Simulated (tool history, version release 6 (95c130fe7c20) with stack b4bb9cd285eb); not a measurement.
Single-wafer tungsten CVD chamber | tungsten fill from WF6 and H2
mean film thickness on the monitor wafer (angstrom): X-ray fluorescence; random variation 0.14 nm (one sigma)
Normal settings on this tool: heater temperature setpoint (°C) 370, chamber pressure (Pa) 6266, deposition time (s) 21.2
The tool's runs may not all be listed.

run,day,heater temperature setpoint (°C),chamber pressure (Pa),deposition time (s),"read-back reference wafer on the same gauge, thickness_nm",mean film thickness on the monitor wafer (angstrom)
1,0.000,359,6266,21.2,40.368,309.73
2,0.388,359,6266,21.2,40.418,308.73
3,1.133,359,6266,21.2,40.357,307.16
4,1.650,370,6266,21.2,40.391,383.09
5,1.925,370,6266,21.2,40.396,381.39
6,2.312,370,6266,21.2,40.383,383.95
7,2.900,370,5466,21.2,40.427,358.80
8,3.212,370,6266,21.2,40.482,385.11
9,3.783,370,6266,21.2,40.416,383.29
10,5.179,370,4960,21.2,40.406,340.79
11,5.942,356,6266,20.1,40.479,275.38
12,6.208,370,6266,21.2,40.434,383.64
13,6.471,370,7559,18.5,40.399,367.73
14,6.783,370,5333,24.2,40.461,403.03
15,7.450,384,6826,21.2,40.395,524.38
16,8.183,378,6839,20.1,40.394,442.67
17,10.262,370,6266,21.2,40.384,383.05

Withheld: 4 entries from between the runs. Position of each, and hidden state at the listed run before versus the listed run after:
Run 9 -> run 10: thermocouple changed; heater temperature recalibrated (day 4.558); showerhead replaced (day 4.808)
  the hidden state is the same at both runs
Run 10 -> run 11: capacitance manometer re-zeroed and calibrated (day 5.921)
  the hidden state is the same at both runs
Run 13 -> run 14: gauge calibrated (day 6.579)
  the hidden state is the same at both runs

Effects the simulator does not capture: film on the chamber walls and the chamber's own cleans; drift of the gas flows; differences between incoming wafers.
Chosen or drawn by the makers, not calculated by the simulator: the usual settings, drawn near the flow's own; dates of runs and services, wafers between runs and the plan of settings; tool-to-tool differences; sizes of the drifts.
